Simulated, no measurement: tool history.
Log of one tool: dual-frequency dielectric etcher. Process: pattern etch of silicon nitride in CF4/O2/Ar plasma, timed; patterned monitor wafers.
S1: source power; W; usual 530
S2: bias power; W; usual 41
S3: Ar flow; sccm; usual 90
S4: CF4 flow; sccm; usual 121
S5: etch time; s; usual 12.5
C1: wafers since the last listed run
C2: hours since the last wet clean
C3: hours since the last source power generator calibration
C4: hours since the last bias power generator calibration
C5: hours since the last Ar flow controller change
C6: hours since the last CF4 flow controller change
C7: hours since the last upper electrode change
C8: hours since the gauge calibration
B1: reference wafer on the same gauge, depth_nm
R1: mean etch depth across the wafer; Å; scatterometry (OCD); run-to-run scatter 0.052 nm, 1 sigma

run	day	S1	S2	S3	S4	S5	C1	C2	C3	C4	C5	C6	C7	C8	B1	R1
1	0.000	530	41	76	121	12.5	0	426.0	2031.8	0.5	2025.1	1260.9	3956.9	2912.9	27.43	235.2
# day 2.588: wet clean of the chamber
2	3.850	530	41	76	121	12.5	777	30.3	2124.2	92.9	2117.5	1353.3	4049.3	3005.3	27.44	236.3
# day 6.108: gauge calibrated
3	6.492	530	41	90	121	12.5	721	93.7	2187.6	156.3	2180.9	1416.7	4112.7	9.2	27.41	234.0
4	9.517	530	41	90	121	12.5	825	166.3	2260.2	228.9	2253.5	1489.3	4185.3	81.8	27.41	233.3
5	11.112	530	41	90	121	12.5	435	204.6	2298.5	267.2	2291.8	1527.6	4223.6	120.1	27.43	233.2
# day 11.683: CF4 flow controller replaced
6	16.638	530	41	90	121	12.5	1439	337.2	2431.1	399.8	2424.4	118.9	4356.2	252.7	27.37	233.1
7	20.092	410	35	90	121	12.5	942	420.1	2514.0	482.7	2507.3	201.8	4439.1	335.6	27.38	195.0
# day 22.583: wet clean of the chamber
8	22.604	530	41	90	121	12.5	412	0.5	2574.3	543.0	2567.6	262.1	4499.4	395.9	27.40	234.9
# day 23.700: upper electrode replaced
9	25.079	610	37	100	102	12.5	402	59.9	2633.7	602.4	2627.0	321.5	33.1	455.3	27.41	230.1
# day 26.471: Ar flow controller replaced
10	26.817	530	47	71	121	12.5	406	101.6	2675.4	644.1	8.3	363.2	74.8	497.0	27.40	251.4
11	29.554	530	50	104	145	10.0	747	167.3	2741.1	709.8	74.0	428.9	140.5	562.7	27.41	205.3
12	31.550	530	32	75	121	12.5	544	215.2	2789.0	757.7	121.9	476.8	188.4	610.6	27.43	215.0
13	35.742	600	41	101	121	12.5	1144	315.8	2889.6	858.3	222.5	577.4	289.0	711.2	27.41	244.0
# day 36.058: source power generator calibrated
14	37.742	530	41	98	121	12.5	500	363.8	40.4	906.3	270.5	625.4	337.0	759.2	27.41	231.5
15	42.133	530	41	90	121	12.5	1198	469.2	145.8	1011.7	375.9	730.8	442.4	864.6	27.37	232.8
# day 45.921: wet clean of the chamber
16	45.942	530	44	90	121	11.0	766	0.5	237.2	1103.1	467.3	822.2	533.8	956.0	27.40	211.0
17	49.838	530	46	69	142	12.5	1063	94.0	330.7	1196.6	560.8	915.7	627.3	1049.5	27.42	254.4
18	52.983	530	41	74	121	16.5	858	169.5	406.2	1272.1	636.3	991.2	702.8	1125.0	27.40	312.6
19	56.546	530	50	80	121	15.5	972	255.0	491.7	1357.6	721.8	1076.7	788.3	1210.5	27.36	315.1
20	60.462	530	41	72	98	12.5	1069	349.0	585.7	1451.6	815.8	1170.7	882.3	1304.5	27.38	229.1

Measured less the same run without the tool's hidden state. The same run-to-run variation is in both; the gauge's scatter may not be:
The tool's hidden condition here consists of: etch rate over this chamber's usual, %; source power that arrives over what is set, %; bias power that arrives over what is set, %; Ar flow that arrives over what is set, %; CF4 flow that arrives over what is set, %; gauge reads high (%).
run	R1
1	-1.8
2	-0.1
3	-0.5
4	-0.8
5	-1.0
6	-1.7
7	-1.8
8	+0.2
9	-0.1
10	-0.4
11	-0.6
12	-0.8
13	-1.5
14	-1.6
15	-2.2
16	+0.0
17	-0.6
18	-1.1
19	-1.8
20	-1.8

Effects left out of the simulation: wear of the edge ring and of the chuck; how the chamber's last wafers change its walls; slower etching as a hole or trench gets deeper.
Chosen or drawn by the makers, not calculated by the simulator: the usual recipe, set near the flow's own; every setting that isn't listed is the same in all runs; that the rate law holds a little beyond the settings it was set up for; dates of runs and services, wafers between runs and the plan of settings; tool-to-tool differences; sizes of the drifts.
